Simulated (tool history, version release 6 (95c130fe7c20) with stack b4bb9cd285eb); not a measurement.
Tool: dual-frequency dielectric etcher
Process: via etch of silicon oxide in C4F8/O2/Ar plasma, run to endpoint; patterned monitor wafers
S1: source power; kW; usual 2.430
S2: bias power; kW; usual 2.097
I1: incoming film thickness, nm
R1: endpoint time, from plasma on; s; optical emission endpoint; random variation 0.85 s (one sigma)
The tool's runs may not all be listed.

run	hour	S1	S2	I1	R1
1	0.0	2.840	2.097	1125.7	201.8
# hour 0.2: wet clean of the chamber
2	63.4	2.430	2.097	1116.3	206.1
3	91.6	2.430	2.097	1119.0	207.8
4	154.8	2.800	2.097	1132.1	198.2
5	207.8	2.310	2.097	1117.5	213.6
6	234.7	2.430	2.097	1118.6	207.9
7	306.4	2.430	2.097	1114.7	210.4
8	370.2	2.430	1.780	1131.3	223.4
9	435.1	2.430	2.097	1109.4	209.7
10	481.2	2.430	2.097	1121.1	214.6
11	530.3	2.430	2.097	1131.2	216.0
12	567.0	2.160	2.097	1114.3	222.8
13	594.6	2.030	2.097	1119.2	228.8
# hour 647.1: upper electrode replaced
# hour 648.9: wet clean of the chamber
14	649.4	2.430	2.097	1123.0	198.0
15	686.4	2.430	2.097	1111.5	195.3
# hour 717.2: bias power generator calibrated
16	728.2	2.430	2.097	1120.5	197.6
17	941.1	2.430	2.097	1124.4	200.1
# hour 986.1: wet clean of the chamber, repeated, since the last time left the tool worse
18	1008.2	1.990	2.590	1110.7	208.2
19	1057.5	2.850	1.665	1121.6	210.2
20	1095.4	2.430	2.097	1122.3	209.7
21	1147.2	2.430	2.097	1115.8	208.4
22	1209.5	2.430	2.450	1120.6	199.1
# hour 1264.9: source power generator calibrated
23	1266.2	2.430	2.097	1130.2	211.8
24	1298.2	2.620	2.358	1112.7	195.8
25	1347.3	2.890	1.909	1125.7	204.4
26	1397.1	2.190	1.729	1127.3	236.8
27	1427.4	2.430	1.602	1120.7	231.9
28	1452.0	2.430	2.097	1130.1	215.5
29	1511.7	2.430	2.097	1117.2	213.0
# hour 1559.7: wet clean of the chamber
30	1560.2	2.650	1.608	1120.0	217.5
31	1600.6	2.430	1.732	1111.8	219.2
32	1636.5	2.160	2.097	1118.5	218.5
33	1742.2	2.730	1.856	1121.5	207.7

Measured less the same run without the tool's hidden state. The same run-to-run variation is in both; the gauge's scatter may not be:
The hidden state here: etch rate over this chamber's usual, %; source power that arrives over what is set, %; bias power that arrives over what is set, %.
run	R1
1	+6.7
2	+0.1
3	+0.5
4	+1.2
5	+2.0
6	+2.3
7	+3.2
8	+4.2
9	+4.7
10	+5.4
11	+6.1
12	+6.8
13	+7.4
14	-10.6
15	-10.1
16	-9.8
17	-7.3
18	-0.1
19	+0.5
20	+1.0
21	+1.7
22	+2.3
23	+3.1
24	+3.3
25	+4.0
26	+5.3
27	+5.7
28	+5.5
29	+6.3
30	+0.4
31	+0.9
32	+1.3
33	+2.5
